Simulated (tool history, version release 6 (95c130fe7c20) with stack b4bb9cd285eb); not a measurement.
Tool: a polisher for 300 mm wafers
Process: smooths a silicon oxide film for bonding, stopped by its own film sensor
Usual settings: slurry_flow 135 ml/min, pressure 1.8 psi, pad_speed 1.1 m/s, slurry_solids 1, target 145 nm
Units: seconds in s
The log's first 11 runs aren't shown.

run,day,slurry_flow,pressure,pad_speed,slurry_solids,target,"incoming thickness of the incoming film, nm",seconds
12,34.654,135,1.8,1.24,0.8,145,189.9,56.1
# day 37.562: slurry nozzle cleaned
# day 37.738: head pressure recalibrated
13,38.212,135,1.8,0.8,1,145,190.3,70.1
14,42.292,135,1.8,0.84,1,160,191.1,47.4
15,46.325,135,1.8,1.1,1,145,190.8,62.7
16,48.154,135,1.8,1.1,1,145,188.1,58.6
# day 49.921: slurry blender recalibrated
17,50.862,135,1.8,1.1,1,145,192.6,56.9
# day 53.908: worn pad replaced by a new one
18,53.929,135,1.8,1.1,1,145,191.4,58
19,56.662,135,1.8,1.3,1,145,193.2,54.4
20,59.679,135,2.1,1.1,1.25,145,192,48.7
21,63.188,105,1.8,1.1,1,133,189.8,75.6
# day 63.579: slurry nozzle cleaned
22,66.004,135,1.4,0.98,1,145,192.3,80.6
23,68.95,135,1.8,1.1,0.7,159,187.9,43.9
# day 70.275: head pressure recalibrated
# day 73.088: slurry blender recalibrated
24,73.354,170,1.8,1.1,1.2,131,192.2,65.8
25,74.904,135,1.6,0.78,1,145,191.9,76.6
26,77.054,115,1.8,1.1,1,145,193,59
# day 78.096: worn pad replaced by a new one
27,78.842,170,1.6,0.76,1,145,191.7,74.7
28,81.717,135,1.4,0.98,1,145,193.3,78.1
29,85.762,135,1.3,0.96,0.7,145,190.6,94
30,88.317,135,1.8,1.1,1,145,190.6,60.1

Forecast each of these 4 alternatives for the next run:
A,88.333,135,1.3,1.1,1,145,189.9,?
B,88.333,135,1.8,1.1,1.3,138,189.9,?
C,88.333,160,2,1.1,0.8,133,189.9,?
D,88.333,105,1.8,0.98,1,145,189.9,?

run,seconds
A,74.7
B,61.4
C,71.9
D,65.9
Without the tool's hidden state the same runs would have given:
run,seconds
A,68.3
B,56.6
C,65.3
D,60.2
